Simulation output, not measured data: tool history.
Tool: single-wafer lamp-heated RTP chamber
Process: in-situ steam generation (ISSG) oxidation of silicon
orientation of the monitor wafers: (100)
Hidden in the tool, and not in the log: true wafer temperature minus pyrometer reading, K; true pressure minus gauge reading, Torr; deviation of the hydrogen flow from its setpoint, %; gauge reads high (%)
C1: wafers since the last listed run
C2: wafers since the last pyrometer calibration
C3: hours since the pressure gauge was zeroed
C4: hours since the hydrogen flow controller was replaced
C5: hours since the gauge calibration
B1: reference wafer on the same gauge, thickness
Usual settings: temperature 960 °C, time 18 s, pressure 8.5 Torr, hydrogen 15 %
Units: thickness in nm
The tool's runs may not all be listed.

run 1 hour=0.0 | temperature=960 time=13 pressure=8.5 hydrogen=11 | C1=0 C2=5297 C3=1626.7 C4=4176.9 C5=307.7 | B1=3.794 | thickness=3.549
-- hour=80.1 pyrometer window cleaned and pyrometer calibrated
run 2 hour=80.6 | temperature=960 time=13 pressure=8.5 hydrogen=11 | C1=759 C2=4 C3=1707.3 C4=4257.5 C5=388.3 | B1=3.788 | thickness=3.502
run 3 hour=92.0 | temperature=950 time=21 pressure=8.5 hydrogen=15 | C1=119 C2=124 C3=1718.7 C4=4268.9 C5=399.7 | B1=3.790 | thickness=4.421
run 4 hour=119.0 | temperature=950 time=21 pressure=8.5 hydrogen=15 | C1=282 C2=406 C3=1745.7 C4=4295.9 C5=426.7 | B1=3.793 | thickness=4.484
run 5 hour=136.3 | temperature=950 time=21 pressure=8.5 hydrogen=15 | C1=180 C2=587 C3=1763.0 C4=4313.2 C5=444.0 | B1=3.788 | thickness=4.465
-- hour=146.8 hydrogen flow controller replaced
run 6 hour=151.8 | temperature=972 time=18 pressure=8.5 hydrogen=15 | C1=78 C2=666 C3=1778.5 C4=5.0 C5=459.5 | B1=3.792 | thickness=4.449
run 7 hour=187.0 | temperature=972 time=18 pressure=8.5 hydrogen=15 | C1=368 C2=1034 C3=1813.7 C4=40.2 C5=494.7 | B1=3.791 | thickness=4.462
run 8 hour=204.7 | temperature=972 time=18 pressure=8.5 hydrogen=15 | C1=185 C2=1219 C3=1831.4 C4=57.9 C5=512.4 | B1=3.792 | thickness=4.492
run 9 hour=238.1 | temperature=960 time=18 pressure=8.5 hydrogen=15 | C1=349 C2=1568 C3=1864.8 C4=91.3 C5=545.8 | B1=3.789 | thickness=4.305
run 10 hour=326.3 | temperature=960 time=18 pressure=8.5 hydrogen=15 | C1=922 C2=2491 C3=1953.0 C4=179.5 C5=634.0 | B1=3.788 | thickness=4.274
run 11 hour=353.3 | temperature=960 time=13 pressure=8.5 hydrogen=11 | C1=282 C2=2774 C3=1980.0 C4=206.5 C5=661.0 | B1=3.787 | thickness=3.547
-- hour=364.2 pressure gauge zeroed
run 12 hour=384.7 | temperature=954 time=15 pressure=9.6 hydrogen=15 | C1=244 C2=3018 C3=20.5 C4=237.9 C5=692.4 | B1=3.790 | thickness=3.855
run 13 hour=407.1 | temperature=979 time=18 pressure=9.3 hydrogen=15 | C1=234 C2=3253 C3=42.9 C4=260.3 C5=714.8 | B1=3.794 | thickness=4.583
run 14 hour=424.6 | temperature=950 time=23 pressure=9.4 hydrogen=11 | C1=183 C2=3436 C3=60.4 C4=277.8 C5=732.3 | B1=3.791 | thickness=4.317
run 15 hour=436.8 | temperature=960 time=18 pressure=8.5 hydrogen=15 | C1=127 C2=3564 C3=72.6 C4=290.0 C5=744.5 | B1=3.785 | thickness=4.359

Forecast run 16:
-- hour=443.6 gauge calibrated
run 16 hour=467.1 | temperature=960 time=14 pressure=7.2 hydrogen=15 | C1=316 C2=3881 C3=102.9 C4=320.3 C5=23.5 | B1=? | thickness=?

B1: 3.790
thickness: 3.914 nm
Without the tool's hidden state the same run would have given thickness 3.882 nm.

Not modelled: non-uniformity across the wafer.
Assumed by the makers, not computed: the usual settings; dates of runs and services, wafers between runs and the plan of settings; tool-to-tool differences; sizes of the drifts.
